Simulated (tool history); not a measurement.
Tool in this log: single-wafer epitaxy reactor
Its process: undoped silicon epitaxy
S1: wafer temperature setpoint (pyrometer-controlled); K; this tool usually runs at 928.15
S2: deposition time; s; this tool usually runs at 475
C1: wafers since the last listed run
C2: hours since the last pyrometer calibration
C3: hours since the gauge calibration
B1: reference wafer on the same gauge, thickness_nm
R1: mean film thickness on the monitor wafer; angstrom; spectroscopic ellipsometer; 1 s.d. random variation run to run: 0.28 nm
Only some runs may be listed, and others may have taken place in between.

run   hour      S1   S2  C1      C2     C3      B1       R1
  1    0.0  928.15  408   0  1914.0  296.7  98.895   679.75
      13.1  -- gauge calibrated
  2   15.9  928.15  408  80  1929.9    2.8  98.944   679.39
  3   27.4  928.15  408  58  1941.4   14.3  98.897   681.19
  4   42.8  928.15  475  78  1956.8   29.7  98.915   792.23
  5   55.7  928.15  475  65  1969.7   42.6  98.888   787.18
  6   65.6  928.15  475  50  1979.6   52.5  98.874   791.94
  7   79.4  928.15  475  70  1993.4   66.3  98.924   787.51
  8   91.8  928.15  475  63  2005.8   78.7  98.894   794.33
  9  109.4  928.15  475  89  2023.4   96.3  98.862   796.44
 10  126.3  928.15  475  86  2040.3  113.2  98.847   790.98
 11  133.8  928.15  475  38  2047.8  120.7  98.797   792.99
 12  143.4  928.15  475  48  2057.4  130.3  98.878   794.55
 13  157.7  928.15  475  72  2071.7  144.6  98.870   787.44
 14  175.0  928.15  475  88  2089.0  161.9  98.859   788.44
 15  189.8  928.15  475  75  2103.8  176.7  98.933   792.54
 16  206.0  928.15  475  82  2120.0  192.9  99.015   791.70
 17  218.9  935.15  408  65  2132.9  205.8  98.871   781.30
 18  233.7  935.15  408  75  2147.7  220.6  98.917   786.46
 19  241.7  935.15  408  40  2155.7  228.6  98.966   783.12
 20  252.9  914.15  381  57  2166.9  239.8  98.854   469.69
 21  259.9  928.15  412  35  2173.9  246.8  98.915   684.38
 22  267.6  928.15  475  39  2181.6  254.5  98.924   790.18
 23  281.0  928.15  475  68  2195.0  267.9  98.836   785.44
 24  294.3  937.15  475  67  2208.3  281.2  98.912   943.87
 25  307.7  943.15  390  68  2221.7  294.6  98.820   877.18
     322.4  -- gauge calibrated
 26  323.4  928.15  475  79  2237.4    1.0  98.862   786.34
 27  339.6  940.15  407  82  2253.6   17.2  98.915   866.55
 28  348.7  928.15  383  46  2262.7   26.3  98.900   635.63
 29  365.6  928.15  475  86  2279.6   43.2  98.912   782.09
 30  374.1  941.15  541  43  2288.1   51.7  98.813  1171.58
     386.8  -- pyrometer calibrated
 31  401.6  940.15  475  99    14.8   79.2  98.863  1121.05
 32  418.9  941.15  541  88    32.1   96.5  98.909  1305.50
 33  431.8  922.15  568  65    45.0  109.4  98.996   919.21
 34  441.4  928.15  475  48    54.6  119.0  98.811   873.33
 35  447.6  928.15  382  31    60.8  125.2  98.913   701.84
 36  461.0  922.15  392  68    74.2  138.6  98.856   632.91
 37  480.1  928.15  475  97    93.3  157.7  98.803   871.38
 38  493.9  928.15  475  70   107.1  171.5  98.863   867.13

A few steps of R1 between consecutive runs. Split each: what settings, incoming material and random variation would produce without the hidden state, and what is left over for the hidden state, along with gauge scatter present in only one of the two compared results (measured, and without hidden state):
The tool's hidden condition here consists of: wafer temperature above the value expected at the setpoint (K); gauge reads high (%).
Run 19 -> 20: S1 935.15 -> 914.15, S2 408 -> 381. R1 -313.43 angstrom: hidden state +32.16, all else -345.59.
Run 29 -> 30: S1 928.15 -> 941.15, S2 475 -> 541. R1 +389.49 angstrom: hidden state -40.74, all else +430.23.
Run 30 -> 31: S1 941.15 -> 940.15, S2 541 -> 475, pyrometer calibrated. R1 -50.53 angstrom: hidden state +130.39, all else -180.92.
Run 32 -> 33: S1 941.15 -> 922.15, S2 541 -> 568. R1 -386.29 angstrom: hidden state -1.10, all else -385.19.
